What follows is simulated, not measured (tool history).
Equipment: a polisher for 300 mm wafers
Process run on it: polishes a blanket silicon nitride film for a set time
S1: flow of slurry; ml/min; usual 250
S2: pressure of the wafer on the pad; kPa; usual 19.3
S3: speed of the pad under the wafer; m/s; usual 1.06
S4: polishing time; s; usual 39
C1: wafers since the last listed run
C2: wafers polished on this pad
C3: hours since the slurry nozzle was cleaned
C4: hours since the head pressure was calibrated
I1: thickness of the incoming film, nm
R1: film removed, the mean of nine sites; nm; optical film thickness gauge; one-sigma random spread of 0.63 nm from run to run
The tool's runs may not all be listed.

Run 1, day 0.000: usual settings but S1 275 ml/min; C1 0; C2 2516; C3 167.1; C4 206.2; I1 539.0. Result: R1 57.0 nm.
At day 0.183: worn pad replaced by a new one.
Run 2, day 1.012: usual settings but S3 0.96 m/s; C1 190; C2 186; C3 191.4; C4 230.5; I1 544.9. Result: R1 51.7 nm.
Run 3, day 1.712: usual settings but S2 14.5 kPa; C1 157; C2 344; C3 208.2; C4 247.3; I1 546.4. Result: R1 42.1 nm.
Run 4, day 2.588: usual settings but S2 14.5 kPa; C1 196; C2 540; C3 229.2; C4 268.3; I1 541.6. Result: R1 42.3 nm.
Run 5, day 3.362: usual settings but S2 14.5 kPa; C1 174; C2 715; C3 247.8; C4 286.9; I1 530.5. Result: R1 41.4 nm.
Run 6, day 7.517: usual settings but S2 21.4 kPa; C1 934; C2 1650; C3 347.5; C4 386.6; I1 538.8. Result: R1 62.0 nm.
Run 7, day 8.250: usual settings; C1 165; C2 1815; C3 365.1; C4 404.2; I1 544.0. Result: R1 57.1 nm.
Run 8, day 9.121: usual settings; C1 195; C2 2011; C3 386.0; C4 425.1; I1 548.6. Result: R1 55.1 nm.
Run 9, day 10.096: usual settings; C1 219; C2 2230; C3 409.4; C4 448.5; I1 539.9. Result: R1 56.3 nm.
Run 10, day 11.296: usual settings; C1 270; C2 2500; C3 438.2; C4 477.3; I1 545.9. Result: R1 55.1 nm.
At day 11.950: worn pad replaced by a new one.
Run 11, day 14.129: usual settings but S2 15.9 kPa, S3 1.28 m/s; C1 600; C2 490; C3 506.2; C4 545.3; I1 528.3. Result: R1 54.0 nm.
Run 12, day 15.617: usual settings but S2 15.9 kPa, S3 1.28 m/s; C1 334; C2 825; C3 541.9; C4 581.0; I1 548.6. Result: R1 53.3 nm.
Run 13, day 16.712: usual settings but S2 15.9 kPa, S3 1.28 m/s; C1 246; C2 1071; C3 568.2; C4 607.3; I1 536.4. Result: R1 54.1 nm.
Run 14, day 18.171: usual settings but S1 315 ml/min, S2 13.1 kPa, S3 1.24 m/s; C1 328; C2 1400; C3 603.2; C4 642.3; I1 539.5. Result: R1 43.5 nm.
Run 15, day 19.404: usual settings but S2 15.9 kPa, S4 49 s; C1 277; C2 1677; C3 632.8; C4 671.9; I1 540.7. Result: R1 56.7 nm.
At day 19.708: head pressure recalibrated.
Run 16, day 20.846: usual settings but S1 225 ml/min, S2 13.1 kPa, S3 1.36 m/s; C1 305; C2 1983; C3 667.4; C4 27.3; I1 544.8. Result: R1 46.8 nm.
Run 17, day 22.188: usual settings; C1 301; C2 2285; C3 699.6; C4 59.5; I1 543.7. Result: R1 55.9 nm.
Run 18, day 22.833: usual settings but S1 215 ml/min, S3 1.26 m/s; C1 145; C2 2430; C3 715.1; C4 75.0; I1 542.7. Result: R1 63.3 nm.
At day 23.150: worn pad replaced by a new one.
At day 23.671: slurry nozzle cleaned.
Run 19, day 24.304: usual settings but S1 325 ml/min, S2 22.1 kPa, S3 1.26 m/s, S4 29 s; C1 284; C2 250; C3 15.2; C4 110.3; I1 545.0. Result: R1 57.6 nm.
Run 20, day 25.371: usual settings; C1 240; C2 490; C3 40.8; C4 135.9; I1 530.4. Result: R1 55.6 nm.
Run 21, day 26.725: usual settings but S2 22.8 kPa, S3 1.28 m/s, S4 27 s; C1 304; C2 794; C3 73.3; C4 168.4; I1 537.6. Result: R1 53.5 nm.
Run 22, day 27.717: usual settings but S3 1.34 m/s; C1 223; C2 1018; C3 97.1; C4 192.2; I1 532.9. Result: R1 68.4 nm.
Run 23, day 29.054: usual settings but S2 13.8 kPa; C1 300; C2 1319; C3 129.2; C4 224.3; I1 546.3. Result: R1 39.4 nm.
Run 24, day 29.579: usual settings but S1 305 ml/min, S2 22.8 kPa, S4 28 s; C1 118; C2 1437; C3 141.8; C4 236.9; I1 532.7. Result: R1 48.1 nm.
Run 25, day 31.029: usual settings; C1 326; C2 1763; C3 176.6; C4 271.7; I1 536.3. Result: R1 56.6 nm.
Run 26, day 33.288: usual settings but S3 1.20 m/s, S4 49 s; C1 508; C2 2271; C3 230.8; C4 325.9; I1 546.9. Result: R1 77.8 nm.
At day 33.754: worn pad replaced by a new one.
Run 27, day 33.879: usual settings but S1 330 ml/min, S2 24.8 kPa; C1 95; C2 27; C3 245.0; C4 340.1; I1 532.8. Result: R1 72.1 nm.
Run 28, day 34.396: usual settings but S3 0.90 m/s; C1 116; C2 144; C3 257.4; C4 352.5; I1 544.6. Result: R1 49.4 nm.
Run 29, day 35.833: usual settings but S1 190 ml/min; C1 323; C2 467; C3 291.9; C4 387.0; I1 539.0. Result: R1 54.7 nm.
Run 30, day 37.121: usual settings but S1 320 ml/min, S3 1.24 m/s, S4 45 s; C1 289; C2 757; C3 322.8; C4 417.9; I1 532.4. Result: R1 75.2 nm.
Run 31, day 38.892: usual settings; C1 398; C2 1155; C3 365.3; C4 460.4; I1 546.2. Result: R1 56.7 nm.
Run 32, day 39.688: usual settings but S2 22.1 kPa, S3 0.84 m/s; C1 179; C2 1334; C3 384.4; C4 479.5; I1 536.4. Result: R1 52.8 nm.
Run 33, day 40.888: usual settings but S1 165 ml/min, S2 22.1 kPa, S3 0.72 m/s, S4 52 s; C1 270; C2 1604; C3 413.2; C4 508.3; I1 537.9. Result: R1 60.5 nm.
Run 34, day 42.917: usual settings but S2 22.8 kPa, S3 1.38 m/s, S4 48 s; C1 456; C2 2061; C3 461.9; C4 557.0; I1 540.0. Result: R1 99.3 nm.
Run 35, day 44.192: usual settings but S2 13.1 kPa; C1 286; C2 2348; C3 492.5; C4 587.6; I1 544.5. Result: R1 38.7 nm.
At day 44.525: worn pad replaced by a new one.
Run 36, day 44.808: usual settings but S1 165 ml/min, S4 49 s; C1 101; C2 63; C3 507.3; C4 602.4; I1 529.4. Result: R1 67.3 nm.

Predict each of these 5 candidate next runs independently; none follows another, all start after run 36:
Run A, day 44.825: usual settings but S3 1.36 m/s; C1 3; C2 67; C3 507.7; C4 602.8; I1 534.7. Result: R1 ?.
Run B, day 44.825: usual settings but S1 180 ml/min, S2 26.2 kPa; C1 3; C2 67; C3 507.7; C4 602.8; I1 534.7. Result: R1 ?.
Run C, day 44.825: usual settings but S1 185 ml/min; C1 3; C2 67; C3 507.7; C4 602.8; I1 534.7. Result: R1 ?.
Run D, day 44.825: usual settings but S4 35 s; C1 3; C2 67; C3 507.7; C4 602.8; I1 534.7. Result: R1 ?.
Run E, day 44.825: usual settings but S1 325 ml/min, S2 13.8 kPa, S3 1.28 m/s; C1 3; C2 67; C3 507.7; C4 602.8; I1 534.7. Result: R1 ?.

run    R1
  A  68.4
  B  73.7
  C  54.5
  D  50.3
  E  47.5
Without the tool's unlogged condition, the same runs would have read:
run    R1
  A  68.4
  B  73.7
  C  54.5
  D  50.3
  E  47.5
